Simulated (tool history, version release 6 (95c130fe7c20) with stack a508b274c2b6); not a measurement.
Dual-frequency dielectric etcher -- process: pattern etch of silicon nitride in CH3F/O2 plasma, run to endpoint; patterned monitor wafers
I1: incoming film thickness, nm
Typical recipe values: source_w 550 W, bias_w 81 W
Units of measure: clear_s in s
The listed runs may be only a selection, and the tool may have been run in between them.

Run 1, hour 0.0: usual settings; I1 88.0. Result: clear_s 87.5 s.
Run 2, hour 52.7: usual settings; I1 86.6. Result: clear_s 85.3 s.
At hour 103.6: wet clean of the chamber.
Run 3, hour 116.3: usual settings but bias_w 69 W; I1 86.7. Result: clear_s 91.8 s.
Run 4, hour 169.2: usual settings but source_w 480 W, bias_w 86 W; I1 87.9. Result: clear_s 91.9 s.
Run 5, hour 218.5: usual settings but source_w 480 W, bias_w 86 W; I1 86.2. Result: clear_s 90.0 s.
At hour 302.5: upper electrode replaced.
Run 6, hour 303.0: usual settings but source_w 480 W, bias_w 86 W; I1 86.8. Result: clear_s 90.5 s.
Run 7, hour 335.2: usual settings; I1 88.6. Result: clear_s 88.5 s.
Run 8, hour 386.3: usual settings but source_w 430 W, bias_w 92 W; I1 87.1. Result: clear_s 92.6 s.
Run 9, hour 437.7: usual settings but source_w 420 W; I1 87.1. Result: clear_s 97.1 s.
At hour 456.5: source power generator calibrated.
Run 10, hour 487.4: usual settings but source_w 630 W; I1 87.5. Result: clear_s 82.8 s.
At hour 508.2: bias power generator calibrated.
Run 11, hour 522.8: usual settings but source_w 590 W; I1 87.8. Result: clear_s 86.0 s.
At hour 590.3: wet clean of the chamber.
Run 12, hour 643.2: usual settings but source_w 450 W, bias_w 68 W; I1 87.1. Result: clear_s 103.2 s.
Run 13, hour 673.5: usual settings; I1 86.8. Result: clear_s 88.5 s.
Run 14, hour 740.7: usual settings but source_w 680 W, bias_w 99 W; I1 88.2. Result: clear_s 76.5 s.
Run 15, hour 794.3: usual settings but source_w 480 W, bias_w 86 W; I1 87.6. Result: clear_s 92.2 s.

Consider 3 possible next runs. They are alternatives, not a sequence: every one starts from the tool as it was left by run 15. What does each give?
Run A, hour 794.8: usual settings but source_w 470 W; I1 88.1. Result: clear_s ?.
Run B, hour 794.8: usual settings but bias_w 65 W; I1 88.1. Result: clear_s ?.
Run C, hour 794.8: usual settings but source_w 660 W; I1 88.1. Result: clear_s ?.

run  clear_s
  A     95.7
  B     95.4
  C     82.1
The same runs, with their run-to-run variation unchanged, on a tool lacking any hidden condition would have given:
run  clear_s
  A     96.9
  B     96.7
  C     83.2

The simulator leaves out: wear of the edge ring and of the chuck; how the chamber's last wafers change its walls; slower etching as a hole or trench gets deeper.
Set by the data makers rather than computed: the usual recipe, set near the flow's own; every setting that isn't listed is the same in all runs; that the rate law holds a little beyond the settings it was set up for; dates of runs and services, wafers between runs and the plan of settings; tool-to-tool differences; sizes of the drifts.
